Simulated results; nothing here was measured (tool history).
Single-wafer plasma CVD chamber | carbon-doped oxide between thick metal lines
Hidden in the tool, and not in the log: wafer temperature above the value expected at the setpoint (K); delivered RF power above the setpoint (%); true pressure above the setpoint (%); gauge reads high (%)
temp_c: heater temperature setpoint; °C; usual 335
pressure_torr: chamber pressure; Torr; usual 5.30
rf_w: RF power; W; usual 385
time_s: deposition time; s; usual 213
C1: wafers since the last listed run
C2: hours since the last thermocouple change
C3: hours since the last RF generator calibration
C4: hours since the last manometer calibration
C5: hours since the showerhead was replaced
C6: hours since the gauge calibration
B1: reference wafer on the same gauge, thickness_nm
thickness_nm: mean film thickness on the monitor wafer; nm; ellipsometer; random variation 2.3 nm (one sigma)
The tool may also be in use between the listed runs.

Run 1, hour 0.0: usual settings but rf_w 410 W; C1 0; C2 1191.2; C3 584.6; C4 0.7; C5 9.5; C6 1190.7; B1 1094.462. Result: thickness_nm 973.994 nm.
Run 2, hour 20.3: usual settings but rf_w 410 W; C1 143; C2 1211.5; C3 604.9; C4 21.0; C5 29.8; C6 1211.0; B1 1093.829. Result: thickness_nm 972.348 nm.
At hour 23.6: gauge calibrated.
Run 3, hour 53.6: usual settings but rf_w 410 W; C1 236; C2 1244.8; C3 638.2; C4 54.3; C5 63.1; C6 30.0; B1 1094.621. Result: thickness_nm 974.062 nm.
Run 4, hour 77.2: usual settings; C1 167; C2 1268.4; C3 661.8; C4 77.9; C5 86.7; C6 53.6; B1 1093.983. Result: thickness_nm 932.077 nm.
Run 5, hour 100.5: usual settings; C1 165; C2 1291.7; C3 685.1; C4 101.2; C5 110.0; C6 76.9; B1 1094.634. Result: thickness_nm 934.916 nm.
At hour 109.4: thermocouple changed; heater temperature recalibrated.
Run 6, hour 123.4: usual settings; C1 105; C2 14.0; C3 708.0; C4 124.1; C5 132.9; C6 99.8; B1 1094.366. Result: thickness_nm 942.164 nm.
Run 7, hour 135.7: usual settings but rf_w 450 W, time_s 240 s; C1 87; C2 26.3; C3 720.3; C4 136.4; C5 145.2; C6 112.1; B1 1094.476. Result: thickness_nm 1174.338 nm.
Run 8, hour 152.1: usual settings; C1 116; C2 42.7; C3 736.7; C4 152.8; C5 161.6; C6 128.5; B1 1094.637. Result: thickness_nm 946.414 nm.
Run 9, hour 170.5: usual settings but temp_c 350 °C, time_s 246 s; C1 130; C2 61.1; C3 755.1; C4 171.2; C5 180.0; C6 146.9; B1 1095.362. Result: thickness_nm 1046.984 nm.
Run 10, hour 193.3: usual settings but time_s 254 s; C1 161; C2 83.9; C3 777.9; C4 194.0; C5 202.8; C6 169.7; B1 1094.973. Result: thickness_nm 1127.267 nm.
Run 11, hour 214.9: usual settings but rf_w 460 W; C1 153; C2 105.5; C3 799.5; C4 215.6; C5 224.4; C6 191.3; B1 1094.808. Result: thickness_nm 1054.077 nm.
Run 12, hour 234.7: usual settings but temp_c 331 °C, time_s 233 s; C1 140; C2 125.3; C3 819.3; C4 235.4; C5 244.2; C6 211.1; B1 1096.426. Result: thickness_nm 1045.965 nm.
Run 13, hour 263.2: usual settings but temp_c 326 °C, pressure_torr 6.56 Torr, rf_w 365 W, time_s 190 s; C1 202; C2 153.8; C3 847.8; C4 263.9; C5 272.7; C6 239.6; B1 1094.517. Result: thickness_nm 855.266 nm.
Run 14, hour 293.9: usual settings but temp_c 349 °C, pressure_torr 6.35 Torr, rf_w 325 W, time_s 231 s; C1 217; C2 184.5; C3 878.5; C4 294.6; C5 303.4; C6 270.3; B1 1093.196. Result: thickness_nm 910.506 nm.
Run 15, hour 329.3: usual settings but rf_w 420 W, time_s 252 s; C1 250; C2 219.9; C3 913.9; C4 330.0; C5 338.8; C6 305.7; B1 1095.244. Result: thickness_nm 1166.917 nm.
At hour 338.0: RF generator calibrated.
Run 16, hour 360.4: usual settings but temp_c 342 °C, pressure_torr 5.88 Torr, time_s 174 s; C1 163; C2 251.0; C3 22.4; C4 361.1; C5 369.9; C6 336.8; B1 1095.343. Result: thickness_nm 775.321 nm.
Run 17, hour 385.3: usual settings but pressure_torr 6.07 Torr, rf_w 335 W; C1 176; C2 275.9; C3 47.3; C4 386.0; C5 394.8; C6 361.7; B1 1094.684. Result: thickness_nm 896.450 nm.
Run 18, hour 419.4: usual settings but temp_c 340 °C, pressure_torr 6.41 Torr, rf_w 415 W, time_s 174 s; C1 241; C2 310.0; C3 81.4; C4 420.1; C5 428.9; C6 395.8; B1 1094.877. Result: thickness_nm 827.866 nm.
Run 19, hour 449.6: usual settings but time_s 172 s; C1 214; C2 340.2; C3 111.6; C4 450.3; C5 459.1; C6 426.0; B1 1094.298. Result: thickness_nm 774.224 nm.
Run 20, hour 462.7: usual settings but temp_c 324 °C, rf_w 345 W; C1 92; C2 353.3; C3 124.7; C4 463.4; C5 472.2; C6 439.1; B1 1095.724. Result: thickness_nm 917.010 nm.
Run 21, hour 488.1: usual settings but temp_c 323 °C, pressure_torr 5.84 Torr, time_s 244 s; C1 180; C2 378.7; C3 150.1; C4 488.8; C5 497.6; C6 464.5; B1 1094.471. Result: thickness_nm 1140.838 nm.

Forecast run 22:
Run 22, hour 508.2: usual settings but temp_c 339 °C, pressure_torr 5.65 Torr, rf_w 330 W; C1 142; C2 398.8; C3 170.2; C4 508.9; C5 517.7; C6 484.6; B1 ?. Result: thickness_nm ?.

B1: 1094.386
thickness_nm: 868.229 nm
Without the tool's hidden state the same run would have given thickness_nm 878.096 nm.
